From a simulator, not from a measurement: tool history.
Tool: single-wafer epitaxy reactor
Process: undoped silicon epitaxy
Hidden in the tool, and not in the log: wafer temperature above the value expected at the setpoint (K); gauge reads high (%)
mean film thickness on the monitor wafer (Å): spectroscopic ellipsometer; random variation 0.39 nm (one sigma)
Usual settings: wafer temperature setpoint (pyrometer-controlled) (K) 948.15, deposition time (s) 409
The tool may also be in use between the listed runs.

run,day,wafer temperature setpoint (pyrometer-controlled) (K),deposition time (s),wafers since the last listed run,hours since the last pyrometer calibration,hours since the gauge calibration,"read-back reference wafer on the same gauge, thickness_nm",mean film thickness on the monitor wafer (Å)
1,0,948.15,409,0,2127.9,117.1,102.858,1174.38
2,1.075,948.15,409,153,2153.7,142.9,103.011,1168.16
3,1.875,948.15,409,114,2172.9,162.1,103.184,1166.11
4,2.846,948.15,409,139,2196.2,185.4,102.962,1177.3
5,3.442,948.15,409,85,2210.5,199.7,103.128,1171.71
6,4.671,948.15,409,176,2240,229.2,103.067,1168.62
7,5.271,948.15,409,85,2254.4,243.6,102.887,1172.81
8,6.758,948.15,386,213,2290.1,279.3,103.001,1100.34
9,7.596,948.15,386,119,2310.2,299.4,102.995,1103.38
10,8.162,948.15,386,81,2323.8,313,102.922,1105.01
11,9.142,959.15,409,140,2347.3,336.5,103.095,1425.92
12,10.525,959.15,409,198,2380.5,369.7,103.142,1419.59
13,11.842,948.15,409,188,2412.1,401.3,102.866,1168.88
14,12.754,948.15,473,130,2434,423.2,102.995,1349.93
15,14.004,948.15,409,179,2464,453.2,103.204,1159.48
16,15.308,948.15,409,186,2495.3,484.5,103.022,1166.65
# day 15.733: gauge calibrated
17,16.221,948.15,409,130,2517.2,11.7,102.972,1162
18,16.812,948.15,409,84,2531.4,25.9,102.957,1158.42
19,17.446,943.15,443,90,2546.6,41.1,102.962,1145.14
20,18.075,943.15,443,90,2561.7,56.2,102.982,1144.7
21,19.171,948.15,409,156,2588,82.5,103.022,1156.42
22,19.725,963.15,465,79,2601.3,95.8,102.971,1720.13
23,20.358,956.15,378,90,2616.5,111,102.929,1230.56
24,21.042,960.15,466,97,2632.9,127.4,102.906,1628.67
25,21.721,948.15,409,97,2649.2,143.7,103.023,1153.35
# day 22.246: pyrometer calibrated
26,23.121,962.15,472,152,21,177.3,103.092,1860.44
27,24.258,934.15,473,162,48.3,204.6,103,1132.55
28,25.033,954.15,348,110,66.9,223.2,102.884,1196.81
29,26.288,938.15,447,179,97,253.3,102.877,1146.45
30,26.95,948.15,409,94,112.9,269.2,103.055,1259.22
31,27.967,948.15,386,145,137.3,293.6,102.935,1186.44
32,28.921,959.15,480,136,160.2,316.5,102.994,1797.59
33,30.325,948.15,409,201,193.9,350.2,102.953,1255.53
34,30.954,948.15,409,90,209,365.3,102.896,1256.6
35,31.733,948.15,409,111,227.7,384,103.06,1255.15

Forecast run 36:
36,32.442,956.15,368,101,244.7,401,?,?

read-back reference wafer on the same gauge, thickness_nm: 102.945
mean film thickness on the monitor wafer (Å): 1302.06
Without the tool's hidden state the same run would have given mean film thickness on the monitor wafer (Å) 1302.51.

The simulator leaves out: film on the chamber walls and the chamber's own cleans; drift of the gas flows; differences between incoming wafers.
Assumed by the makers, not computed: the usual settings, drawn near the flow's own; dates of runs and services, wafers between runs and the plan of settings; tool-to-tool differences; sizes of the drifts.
